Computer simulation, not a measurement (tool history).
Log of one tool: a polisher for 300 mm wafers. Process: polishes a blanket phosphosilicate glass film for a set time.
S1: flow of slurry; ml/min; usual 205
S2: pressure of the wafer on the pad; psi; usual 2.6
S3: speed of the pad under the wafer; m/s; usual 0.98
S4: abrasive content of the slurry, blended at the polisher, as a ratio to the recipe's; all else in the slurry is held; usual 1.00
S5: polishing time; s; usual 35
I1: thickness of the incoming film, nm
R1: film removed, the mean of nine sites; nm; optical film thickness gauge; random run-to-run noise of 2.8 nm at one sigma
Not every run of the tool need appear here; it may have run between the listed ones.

run,hour,S1,S2,S3,S4,S5,I1,R1
1,0.0,205,2.0,0.98,1.00,35,2467.1,143.3
# hour 23.3: worn pad replaced by a new one
2,35.9,205,2.6,0.98,1.15,35,2431.3,198.1
3,86.0,205,2.6,0.98,1.15,35,2467.0,191.6
# hour 130.0: conditioning disc replaced and pad reconditioned
4,157.1,205,2.6,0.98,1.15,35,2475.8,187.4
5,185.8,205,2.6,0.98,1.00,35,2480.7,179.8
6,226.2,205,2.6,0.98,1.00,35,2440.3,179.7
# hour 236.4: head pressure recalibrated
7,280.7,250,2.6,0.98,1.00,35,2419.0,205.8
8,310.2,205,1.8,1.26,1.00,35,2465.6,167.8
9,362.5,185,3.5,0.98,1.00,35,2517.1,267.3
10,415.2,205,2.6,0.86,1.00,45,2444.6,227.4
# hour 455.5: worn pad replaced by a new one
11,456.0,205,2.9,0.74,1.00,27,2467.2,135.5
12,481.9,205,2.1,0.98,0.90,35,2468.5,149.9
# hour 486.9: slurry blender recalibrated
13,540.1,135,2.8,0.98,1.00,42,2462.2,244.4
14,590.9,240,2.0,0.70,1.00,31,2454.3,101.1
15,661.1,205,2.0,0.74,0.90,35,2462.7,113.6
# hour 673.7: conditioning disc replaced and pad reconditioned
16,708.0,205,2.6,0.98,1.30,29,2462.7,177.6
# hour 711.0: slurry nozzle cleaned
17,778.0,205,2.6,0.98,1.00,35,2447.7,194.4
18,804.7,205,2.6,0.98,0.80,35,2426.6,170.7
# hour 819.0: worn pad replaced by a new one
19,845.0,185,3.5,0.98,1.00,35,2493.3,247.0
20,893.4,205,2.6,0.84,1.00,35,2456.3,165.3
# hour 936.3: slurry blender recalibrated
21,947.8,205,2.0,0.98,1.15,28,2474.9,121.7
22,1004.5,230,2.6,0.72,0.90,41,2412.4,164.3
23,1051.2,205,2.6,0.98,1.25,35,2451.5,211.4
24,1103.2,205,2.6,0.98,1.00,35,2458.1,177.9
25,1145.5,205,2.6,0.98,1.00,35,2439.9,187.4
# hour 1232.3: worn pad replaced by a new one
26,1242.5,205,2.6,0.98,1.00,35,2466.1,181.9

Predict each of these 3 candidate next runs independently; none follows another, all start after run 26:
A,1242.9,205,2.6,0.98,1.00,26,2459.6,?
B,1242.9,250,3.4,1.22,1.00,32,2459.6,?
C,1242.9,205,2.6,1.28,1.00,28,2459.6,?

run,R1
A,135.8
B,266.0
C,181.1
With the hidden condition removed and each run's random variation left untouched, the same runs would have given:
run,R1
A,146.7
B,287.4
C,195.6
